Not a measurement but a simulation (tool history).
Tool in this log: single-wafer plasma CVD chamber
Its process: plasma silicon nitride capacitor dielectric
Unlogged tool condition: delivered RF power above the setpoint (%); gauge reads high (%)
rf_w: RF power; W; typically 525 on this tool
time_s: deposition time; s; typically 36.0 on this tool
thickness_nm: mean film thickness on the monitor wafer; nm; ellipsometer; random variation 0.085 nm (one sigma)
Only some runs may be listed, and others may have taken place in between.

| run | hour | rf_w | time_s | wafers since the last listed run | hours since the last RF generator calibration | hours since the showerhead was replaced | hours since the gauge calibration | read-back reference wafer on the same gauge, thickness_nm | thickness_nm |
|---|---|---|---|---|---|---|---|---|---|
| 1 | 0.0 | 505 | 36.0 | 0 | 2070.1 | 5956.0 | 150.1 | 59.492 | 55.956 |
| 2 | 7.5 | 505 | 36.0 | 112 | 2077.6 | 5963.5 | 157.6 | 59.496 | 55.965 |
| 3 | 19.6 | 550 | 36.0 | 182 | 2089.7 | 5975.6 | 169.7 | 59.479 | 56.887 |
| 4 | 33.8 | 550 | 36.0 | 213 | 2103.9 | 5989.8 | 183.9 | 59.503 | 56.865 |
| 5 | 47.4 | 525 | 36.0 | 204 | 2117.5 | 6003.4 | 197.5 | 59.486 | 56.420 |
| 6 | 59.3 | 525 | 36.0 | 179 | 2129.4 | 6015.3 | 209.4 | 59.488 | 56.409 |
| 7 | 69.0 | 525 | 36.0 | 146 | 2139.1 | 6025.0 | 219.1 | 59.489 | 56.445 |
| 8 | 79.3 | 525 | 36.0 | 155 | 2149.4 | 6035.3 | 229.4 | 59.502 | 56.485 |
| 9 | 86.1 | 525 | 40.2 | 102 | 2156.2 | 6042.1 | 236.2 | 59.508 | 62.935 |
| 10 | 101.0 | 480 | 31.8 | 224 | 2171.1 | 6057.0 | 251.1 | 59.517 | 49.095 |
| 11 | 111.9 | 525 | 36.0 | 164 | 2182.0 | 6067.9 | 262.0 | 59.503 | 56.277 |
| 12 | 118.1 | 525 | 36.0 | 93 | 2188.2 | 6074.1 | 268.2 | 59.499 | 56.360 |
|  | 133.1 | RF generator calibrated |
| 13 | 133.6 | 525 | 36.0 | 112 | 0.5 | 6089.6 | 283.7 | 59.512 | 56.305 |
|  | 137.2 | gauge calibrated |
| 14 | 153.1 | 570 | 39.4 | 293 | 20.0 | 6109.1 | 15.9 | 59.502 | 62.455 |
| 15 | 160.8 | 525 | 36.0 | 116 | 27.7 | 6116.8 | 23.6 | 59.500 | 56.416 |
| 16 | 167.5 | 595 | 33.5 | 100 | 34.4 | 6123.5 | 30.3 | 59.501 | 53.781 |
|  | 198.2 | showerhead replaced |
| 17 | 205.8 | 525 | 36.0 | 456 | 72.7 | 7.6 | 68.6 | 59.473 | 56.367 |
| 18 | 215.3 | 525 | 36.0 | 143 | 82.2 | 17.1 | 78.1 | 59.502 | 56.490 |
| 19 | 229.7 | 585 | 36.0 | 216 | 96.6 | 31.5 | 92.5 | 59.515 | 57.488 |
| 20 | 240.4 | 525 | 33.7 | 161 | 107.3 | 42.2 | 103.2 | 59.494 | 52.753 |
| 21 | 246.8 | 445 | 38.7 | 96 | 113.7 | 48.6 | 109.6 | 59.500 | 59.172 |
| 22 | 262.4 | 620 | 30.5 | 235 | 129.3 | 64.2 | 125.2 | 59.514 | 49.276 |
| 23 | 269.2 | 465 | 33.8 | 102 | 136.1 | 71.0 | 132.0 | 59.498 | 51.950 |
| 24 | 282.1 | 525 | 31.4 | 194 | 149.0 | 83.9 | 144.9 | 59.496 | 49.125 |
| 25 | 289.8 | 525 | 30.5 | 116 | 156.7 | 91.6 | 152.6 | 59.491 | 47.757 |
| 26 | 300.9 | 525 | 30.5 | 167 | 167.8 | 102.7 | 163.7 | 59.481 | 47.780 |

Each row is a separate what-if for the run after 26, all from the same tool condition, not one after another. Results?
| A | 301.3 | 470 | 36.0 | 6 | 168.2 | 103.1 | 164.1 | ? | ? |
| B | 301.3 | 525 | 31.2 | 6 | 168.2 | 103.1 | 164.1 | ? | ? |
| C | 301.3 | 430 | 38.4 | 6 | 168.2 | 103.1 | 164.1 | ? | ? |

| run | read-back reference wafer on the same gauge, thickness_nm | thickness_nm |
|---|---|---|
| A | 59.491 | 55.425 |
| B | 59.491 | 48.869 |
| C | 59.491 | 58.346 |
The same runs, with their run-to-run variation unchanged, on a tool lacking any hidden condition would have given:
| run | thickness_nm |
|---|---|
| A | 55.425 |
| B | 48.869 |
| C | 58.346 |

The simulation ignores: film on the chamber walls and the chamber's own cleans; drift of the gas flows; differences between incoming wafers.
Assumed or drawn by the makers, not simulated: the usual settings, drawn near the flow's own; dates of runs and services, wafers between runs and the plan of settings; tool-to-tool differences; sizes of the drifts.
